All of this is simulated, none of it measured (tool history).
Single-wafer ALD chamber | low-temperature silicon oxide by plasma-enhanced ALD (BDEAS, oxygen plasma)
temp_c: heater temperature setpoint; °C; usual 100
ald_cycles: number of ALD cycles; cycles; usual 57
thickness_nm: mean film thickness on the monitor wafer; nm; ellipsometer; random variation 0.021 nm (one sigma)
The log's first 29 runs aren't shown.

run	hour	temp_c	ald_cycles	wafers since the last listed run	hours since the last thermocouple change	hours since the gauge calibration	read-back reference wafer on the same gauge, thickness_nm	thickness_nm
30	381.4	110	67	131	79.5	33.1	6.959	9.712
31	398.3	86	50	126	96.4	50	6.958	7.68
32	422.4	100	57	181	120.5	74.1	6.955	8.425
33	430.3	100	57	59	128.4	82	6.964	8.422
34	440.1	112	53	73	138.2	91.8	6.962	7.613
35	455.5	100	53	115	153.6	107.2	6.955	7.813
36	464.6	92	62	68	162.7	116.3	6.954	9.349
37	471.3	100	57	50	169.4	123	6.955	8.439
38	482.3	100	57	82	180.4	134	6.964	8.453
39	499.7	95	68	130	197.8	151.4	6.967	10.256
40	506.5	86	62	51	204.6	158.2	6.96	9.521
41	523.1	111	61	124	221.2	174.8	6.96	8.831
42	534.9	114	64	88	233	186.6	6.964	9.173
43	547.8	90	47	96	245.9	199.5	6.959	7.21
44	562.2	104	68	108	260.3	213.9	6.957	9.971
45	579.3	100	61	128	277.4	231	6.959	9.073
46	585.7	100	57	48	283.8	237.4	6.966	8.461
47	603.1	114	67	130	301.2	254.8	6.955	9.663

Forecast each of these 4 alternatives for the next run:
A	603.6	100	50	3	301.7	255.3	?	?
B	603.6	105	61	3	301.7	255.3	?	?
C	603.6	114	51	3	301.7	255.3	?	?
D	603.6	114	47	3	301.7	255.3	?	?

run	read-back reference wafer on the same gauge, thickness_nm	thickness_nm
A	6.963	7.404
B	6.963	8.901
C	6.963	7.336
D	6.963	6.76
Without the tool's hidden state the same runs would have given:
run	thickness_nm
A	7.304
B	8.84
C	7.284
D	6.713
